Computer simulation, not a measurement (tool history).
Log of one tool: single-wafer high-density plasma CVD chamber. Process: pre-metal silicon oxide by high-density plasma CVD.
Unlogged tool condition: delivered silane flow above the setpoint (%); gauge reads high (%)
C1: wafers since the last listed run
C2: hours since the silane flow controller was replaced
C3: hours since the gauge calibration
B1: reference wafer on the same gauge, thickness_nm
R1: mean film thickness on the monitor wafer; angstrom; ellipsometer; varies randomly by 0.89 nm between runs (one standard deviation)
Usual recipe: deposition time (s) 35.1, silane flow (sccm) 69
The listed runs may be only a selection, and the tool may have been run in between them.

run 1 day=0.000 | deposition_time_(s)=36.9 silane_flow_(sccm)=69 | C1=0 C2=3535.9 C3=892.4 | B1=187.046 | R1=2544.52
run 2 day=2.150 | deposition_time_(s)=35.1 silane_flow_(sccm)=58 | C1=1529 C2=3587.5 C3=944.0 | B1=187.062 | R1=2143.29
run 3 day=4.546 | deposition_time_(s)=35.1 silane_flow_(sccm)=58 | C1=1704 C2=3645.0 C3=1001.5 | B1=186.904 | R1=2141.31
run 4 day=9.338 | deposition_time_(s)=35.1 silane_flow_(sccm)=60 | C1=3408 C2=3760.0 C3=1116.5 | B1=186.761 | R1=2205.93
-- day=10.729 gauge calibrated
run 5 day=11.767 | deposition_time_(s)=35.1 silane_flow_(sccm)=69 | C1=1728 C2=3818.3 C3=24.9 | B1=187.154 | R1=2434.32
run 6 day=13.096 | deposition_time_(s)=35.1 silane_flow_(sccm)=66 | C1=945 C2=3850.2 C3=56.8 | B1=186.951 | R1=2329.13
run 7 day=16.075 | deposition_time_(s)=35.1 silane_flow_(sccm)=66 | C1=2119 C2=3921.7 C3=128.3 | B1=186.729 | R1=2352.90
run 8 day=17.104 | deposition_time_(s)=35.1 silane_flow_(sccm)=66 | C1=732 C2=3946.4 C3=153.0 | B1=186.886 | R1=2345.00
run 9 day=19.942 | deposition_time_(s)=35.1 silane_flow_(sccm)=69 | C1=2018 C2=4014.5 C3=221.1 | B1=186.944 | R1=2425.68
run 10 day=22.662 | deposition_time_(s)=35.1 silane_flow_(sccm)=69 | C1=1935 C2=4079.8 C3=286.4 | B1=187.104 | R1=2420.79
run 11 day=23.983 | deposition_time_(s)=35.1 silane_flow_(sccm)=69 | C1=939 C2=4111.5 C3=318.1 | B1=186.993 | R1=2428.12
run 12 day=26.475 | deposition_time_(s)=35.1 silane_flow_(sccm)=69 | C1=1772 C2=4171.3 C3=377.9 | B1=187.101 | R1=2413.55
run 13 day=28.821 | deposition_time_(s)=35.1 silane_flow_(sccm)=69 | C1=1668 C2=4227.6 C3=434.2 | B1=186.736 | R1=2422.45
run 14 day=34.475 | deposition_time_(s)=35.1 silane_flow_(sccm)=73 | C1=4022 C2=4363.3 C3=569.9 | B1=186.983 | R1=2521.98
run 15 day=35.933 | deposition_time_(s)=35.1 silane_flow_(sccm)=69 | C1=1037 C2=4398.3 C3=604.9 | B1=186.747 | R1=2440.21
run 16 day=37.362 | deposition_time_(s)=35.1 silane_flow_(sccm)=69 | C1=1016 C2=4432.6 C3=639.2 | B1=186.876 | R1=2417.90
run 17 day=40.129 | deposition_time_(s)=35.1 silane_flow_(sccm)=69 | C1=1968 C2=4499.0 C3=705.6 | B1=187.079 | R1=2429.74
run 18 day=46.808 | deposition_time_(s)=35.1 silane_flow_(sccm)=69 | C1=4751 C2=4659.3 C3=865.9 | B1=187.173 | R1=2423.94
run 19 day=48.746 | deposition_time_(s)=35.1 silane_flow_(sccm)=69 | C1=1378 C2=4705.8 C3=912.4 | B1=186.996 | R1=2415.65
-- day=49.296 gauge calibrated
run 20 day=50.462 | deposition_time_(s)=35.1 silane_flow_(sccm)=69 | C1=1221 C2=4747.0 C3=28.0 | B1=186.912 | R1=2420.83
run 21 day=51.712 | deposition_time_(s)=29.1 silane_flow_(sccm)=77 | C1=889 C2=4777.0 C3=58.0 | B1=186.934 | R1=2180.89
run 22 day=53.417 | deposition_time_(s)=35.1 silane_flow_(sccm)=69 | C1=1212 C2=4817.9 C3=98.9 | B1=186.977 | R1=2399.56
run 23 day=55.604 | deposition_time_(s)=32.0 silane_flow_(sccm)=78 | C1=1556 C2=4870.4 C3=151.4 | B1=186.956 | R1=2415.93
run 24 day=57.854 | deposition_time_(s)=29.6 silane_flow_(sccm)=59 | C1=1600 C2=4924.4 C3=205.4 | B1=186.772 | R1=1829.94
run 25 day=59.200 | deposition_time_(s)=42.1 silane_flow_(sccm)=78 | C1=957 C2=4956.7 C3=237.7 | B1=186.921 | R1=3180.12
-- day=60.896 silane flow controller replaced
run 26 day=61.488 | deposition_time_(s)=41.7 silane_flow_(sccm)=64 | C1=1390 C2=14.2 C3=292.6 | B1=187.031 | R1=2626.32
run 27 day=64.008 | deposition_time_(s)=41.9 silane_flow_(sccm)=60 | C1=1793 C2=74.7 C3=353.1 | B1=187.007 | R1=2531.80
run 28 day=65.871 | deposition_time_(s)=37.3 silane_flow_(sccm)=69 | C1=1325 C2=119.4 C3=397.8 | B1=187.016 | R1=2487.43
run 29 day=68.775 | deposition_time_(s)=35.1 silane_flow_(sccm)=59 | C1=2066 C2=189.1 C3=467.5 | B1=186.962 | R1=2103.15
run 30 day=73.512 | deposition_time_(s)=37.3 silane_flow_(sccm)=69 | C1=3370 C2=302.8 C3=581.2 | B1=187.052 | R1=2467.52
run 31 day=75.025 | deposition_time_(s)=31.8 silane_flow_(sccm)=63 | C1=1076 C2=339.1 C3=617.5 | B1=186.942 | R1=1985.57
run 32 day=76.504 | deposition_time_(s)=40.6 silane_flow_(sccm)=62 | C1=1052 C2=374.6 C3=653.0 | B1=186.802 | R1=2515.39
run 33 day=79.333 | deposition_time_(s)=35.1 silane_flow_(sccm)=56 | C1=2012 C2=442.5 C3=720.9 | B1=187.198 | R1=2040.51
run 34 day=81.158 | deposition_time_(s)=35.1 silane_flow_(sccm)=77 | C1=1298 C2=486.3 C3=764.7 | B1=187.140 | R1=2541.87
run 35 day=82.433 | deposition_time_(s)=35.1 silane_flow_(sccm)=69 | C1=907 C2=516.9 C3=795.3 | B1=187.006 | R1=2335.95
run 36 day=84.400 | deposition_time_(s)=35.1 silane_flow_(sccm)=69 | C1=1399 C2=564.1 C3=842.5 | B1=186.878 | R1=2352.36

Here are 5 independent what-if runs from the current tool condition. What would each one return?
run A day=84.417 | deposition_time_(s)=35.1 silane_flow_(sccm)=69 | C1=11 C2=564.5 C3=842.9 | B1=? | R1=?
run B day=84.417 | deposition_time_(s)=39.3 silane_flow_(sccm)=69 | C1=11 C2=564.5 C3=842.9 | B1=? | R1=?
run C day=84.417 | deposition_time_(s)=31.2 silane_flow_(sccm)=81 | C1=11 C2=564.5 C3=842.9 | B1=? | R1=?
run D day=84.417 | deposition_time_(s)=35.1 silane_flow_(sccm)=82 | C1=11 C2=564.5 C3=842.9 | B1=? | R1=?
run E day=84.417 | deposition_time_(s)=28.7 silane_flow_(sccm)=69 | C1=11 C2=564.5 C3=842.9 | B1=? | R1=?

run=A B1=186.850 R1=2363.27
run=B B1=186.850 R1=2646.05
run=C B1=186.850 R1=2360.92
run=D B1=186.850 R1=2680.43
run=E B1=186.850 R1=1932.36
Had the tool no hidden state, the same runs would have come out as:
run=A R1=2326.54
run=B R1=2604.92
run=C R1=2324.22
run=D R1=2638.77
run=E R1=1902.32
